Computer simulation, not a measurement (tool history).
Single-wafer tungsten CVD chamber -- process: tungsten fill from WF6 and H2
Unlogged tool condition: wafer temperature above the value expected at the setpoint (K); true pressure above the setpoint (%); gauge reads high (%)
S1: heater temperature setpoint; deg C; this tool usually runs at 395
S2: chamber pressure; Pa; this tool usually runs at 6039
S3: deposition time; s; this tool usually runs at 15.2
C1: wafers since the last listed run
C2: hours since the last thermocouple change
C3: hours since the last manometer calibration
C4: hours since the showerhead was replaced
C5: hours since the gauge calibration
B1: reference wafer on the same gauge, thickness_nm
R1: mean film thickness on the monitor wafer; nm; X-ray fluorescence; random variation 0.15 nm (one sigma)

{"run": 1, "hour": 0.0, "S1": 395, "S2": 5306, "S3": 15.2, "C1": 0, "C2": 734.5, "C3": 2027.8, "C4": 2904.3, "C5": 505.5, "B1": 53.968, "R1": 44.923}
{"run": 2, "hour": 41.8, "S1": 395, "S2": 5306, "S3": 15.2, "C1": 888, "C2": 776.3, "C3": 2069.6, "C4": 2946.1, "C5": 547.3, "B1": 54.008, "R1": 45.055}
{"run": 3, "hour": 99.0, "S1": 395, "S2": 5306, "S3": 15.2, "C1": 1215, "C2": 833.5, "C3": 2126.8, "C4": 3003.3, "C5": 604.5, "B1": 54.019, "R1": 45.052}
{"run": 4, "hour": 135.6, "S1": 395, "S2": 6039, "S3": 15.2, "C1": 777, "C2": 870.1, "C3": 2163.4, "C4": 3039.9, "C5": 641.1, "B1": 53.981, "R1": 48.268}
{"run": 5, "hour": 162.7, "S1": 395, "S2": 6039, "S3": 15.2, "C1": 575, "C2": 897.2, "C3": 2190.5, "C4": 3067.0, "C5": 668.2, "B1": 53.975, "R1": 48.153}
{"run": 6, "hour": 216.3, "S1": 395, "S2": 6933, "S3": 15.2, "C1": 1138, "C2": 950.8, "C3": 2244.1, "C4": 3120.6, "C5": 721.8, "B1": 53.988, "R1": 51.903}
{"run": 7, "hour": 260.3, "S1": 395, "S2": 6933, "S3": 15.2, "C1": 934, "C2": 994.8, "C3": 2288.1, "C4": 3164.6, "C5": 765.8, "B1": 53.978, "R1": 51.761}
{"run": 8, "hour": 321.5, "S1": 395, "S2": 6933, "S3": 15.2, "C1": 1300, "C2": 1056.0, "C3": 2349.3, "C4": 3225.8, "C5": 827.0, "B1": 54.012, "R1": 51.625}
{"run": 9, "hour": 382.3, "S1": 406, "S2": 6039, "S3": 15.2, "C1": 1291, "C2": 1116.8, "C3": 2410.1, "C4": 3286.6, "C5": 887.8, "B1": 54.011, "R1": 59.126}
{"hour": 393.3, "done": "gauge calibrated"}
{"run": 10, "hour": 412.3, "S1": 395, "S2": 6039, "S3": 15.2, "C1": 637, "C2": 1146.8, "C3": 2440.1, "C4": 3316.6, "C5": 19.0, "B1": 54.006, "R1": 47.657}
{"run": 11, "hour": 455.7, "S1": 405, "S2": 6039, "S3": 15.2, "C1": 922, "C2": 1190.2, "C3": 2483.5, "C4": 3360.0, "C5": 62.4, "B1": 53.99, "R1": 58.079}
{"run": 12, "hour": 487.8, "S1": 405, "S2": 6039, "S3": 15.2, "C1": 682, "C2": 1222.3, "C3": 2515.6, "C4": 3392.1, "C5": 94.5, "B1": 54.014, "R1": 58.196}
{"run": 13, "hour": 525.5, "S1": 405, "S2": 6039, "S3": 15.2, "C1": 801, "C2": 1260.0, "C3": 2553.3, "C4": 3429.8, "C5": 132.2, "B1": 53.988, "R1": 58.011}
{"run": 14, "hour": 590.5, "S1": 395, "S2": 6039, "S3": 16.9, "C1": 1381, "C2": 1325.0, "C3": 2618.3, "C4": 3494.8, "C5": 197.2, "B1": 53.984, "R1": 53.136}
{"run": 15, "hour": 657.4, "S1": 395, "S2": 6039, "S3": 16.9, "C1": 1421, "C2": 1391.9, "C3": 2685.2, "C4": 3561.7, "C5": 264.1, "B1": 53.989, "R1": 52.782}
{"run": 16, "hour": 712.4, "S1": 395, "S2": 6586, "S3": 15.2, "C1": 1168, "C2": 1446.9, "C3": 2740.2, "C4": 3616.7, "C5": 319.1, "B1": 54.029, "R1": 49.952}
{"run": 17, "hour": 749.7, "S1": 395, "S2": 6586, "S3": 15.2, "C1": 792, "C2": 1484.2, "C3": 2777.5, "C4": 3654.0, "C5": 356.4, "B1": 54.045, "R1": 49.72}
{"run": 18, "hour": 791.7, "S1": 395, "S2": 6039, "S3": 16.9, "C1": 892, "C2": 1526.2, "C3": 2819.5, "C4": 3696.0, "C5": 398.4, "B1": 53.965, "R1": 52.675}
{"hour": 845.7, "done": "capacitance manometer re-zeroed and calibrated"}
{"hour": 859.7, "done": "showerhead replaced, of another model than before"}
{"run": 19, "hour": 863.3, "S1": 407, "S2": 6039, "S3": 15.2, "C1": 1181, "C2": 1597.8, "C3": 17.6, "C4": 3.6, "C5": 470.0, "B1": 54.018, "R1": 59.506}
{"run": 20, "hour": 926.1, "S1": 384, "S2": 6039, "S3": 13.7, "C1": 1334, "C2": 1660.6, "C3": 80.4, "C4": 66.4, "C5": 532.8, "B1": 53.996, "R1": 33.736}
{"run": 21, "hour": 969.5, "S1": 381, "S2": 6039, "S3": 15.2, "C1": 922, "C2": 1704.0, "C3": 123.8, "C4": 109.8, "C5": 576.2, "B1": 54.003, "R1": 35.021}
{"run": 22, "hour": 1040.5, "S1": 386, "S2": 6693, "S3": 17.4, "C1": 1508, "C2": 1775.0, "C3": 194.8, "C4": 180.8, "C5": 647.2, "B1": 54.049, "R1": 46.289}
{"run": 23, "hour": 1080.8, "S1": 395, "S2": 6039, "S3": 15.2, "C1": 856, "C2": 1815.3, "C3": 235.1, "C4": 221.1, "C5": 687.5, "B1": 53.997, "R1": 47.095}
{"run": 24, "hour": 1122.1, "S1": 388, "S2": 6413, "S3": 18.1, "C1": 877, "C2": 1856.6, "C3": 276.4, "C4": 262.4, "C5": 728.8, "B1": 54.005, "R1": 48.936}
{"run": 25, "hour": 1182.9, "S1": 406, "S2": 7066, "S3": 13.2, "C1": 1291, "C2": 1917.4, "C3": 337.2, "C4": 323.2, "C5": 789.6, "B1": 53.971, "R1": 53.076}
{"run": 26, "hour": 1230.4, "S1": 395, "S2": 5173, "S3": 15.2, "C1": 1009, "C2": 1964.9, "C3": 384.7, "C4": 370.7, "C5": 837.1, "B1": 54.025, "R1": 44.277}
{"hour": 1262.4, "done": "gauge calibrated"}
{"hour": 1265.9, "done": "thermocouple changed; heater temperature recalibrated"}
{"run": 27, "hour": 1270.4, "S1": 387, "S2": 5160, "S3": 13.2, "C1": 679, "C2": 4.5, "C3": 424.7, "C4": 410.7, "C5": 8.0, "B1": 53.986, "R1": 34.132}
{"run": 28, "hour": 1326.6, "S1": 395, "S2": 6039, "S3": 15.2, "C1": 1194, "C2": 60.7, "C3": 480.9, "C4": 466.9, "C5": 64.2, "B1": 54.018, "R1": 48.716}
{"run": 29, "hour": 1360.4, "S1": 395, "S2": 6039, "S3": 13.8, "C1": 718, "C2": 94.5, "C3": 514.7, "C4": 500.7, "C5": 98.0, "B1": 53.989, "R1": 44.094}
{"run": 30, "hour": 1544.2, "S1": 410, "S2": 7226, "S3": 15.2, "C1": 3905, "C2": 278.3, "C3": 698.5, "C4": 684.5, "C5": 281.8, "B1": 53.981, "R1": 69.117}
{"run": 31, "hour": 1569.3, "S1": 395, "S2": 5306, "S3": 15.2, "C1": 533, "C2": 303.4, "C3": 723.6, "C4": 709.6, "C5": 306.9, "B1": 53.974, "R1": 46.343}
{"run": 32, "hour": 1620.3, "S1": 399, "S2": 5386, "S3": 16.0, "C1": 1083, "C2": 354.4, "C3": 774.6, "C4": 760.6, "C5": 357.9, "B1": 53.957, "R1": 53.479}
{"run": 33, "hour": 1657.8, "S1": 391, "S2": 6039, "S3": 12.2, "C1": 796, "C2": 391.9, "C3": 812.1, "C4": 798.1, "C5": 395.4, "B1": 54.065, "R1": 36.151}
{"run": 34, "hour": 1716.7, "S1": 391, "S2": 7106, "S3": 15.2, "C1": 1251, "C2": 450.8, "C3": 871.0, "C4": 857.0, "C5": 454.3, "B1": 54.03, "R1": 47.697}

Table of differences, measured result less the result of that run with no hidden state. Run-to-run variation is the same in both. Gauge scatter possibly is not:
run=1 R1=-0.512
run=2 R1=-0.546
run=3 R1=-0.594
run=4 R1=-0.671
run=5 R1=-0.697
run=6 R1=-0.811
run=7 R1=-0.860
run=8 R1=-0.933
run=9 R1=-1.079
run=10 R1=-0.973
run=11 R1=-1.170
run=12 R1=-1.222
run=13 R1=-1.277
run=14 R1=-1.359
run=15 R1=-1.462
run=16 R1=-1.476
run=17 R1=-1.533
run=18 R1=-1.703
run=19 R1=-1.930
run=20 R1=-1.340
run=21 R1=-1.489
run=22 R1=-2.056
run=23 R1=-2.065
run=24 R1=-2.341
run=25 R1=-2.389
run=26 R1=-2.242
run=27 R1=-0.105
run=28 R1=-0.145
run=29 R1=-0.134
run=30 R1=-0.229
run=31 R1=-0.185
run=32 R1=-0.231
run=33 R1=-0.172
run=34 R1=-0.255
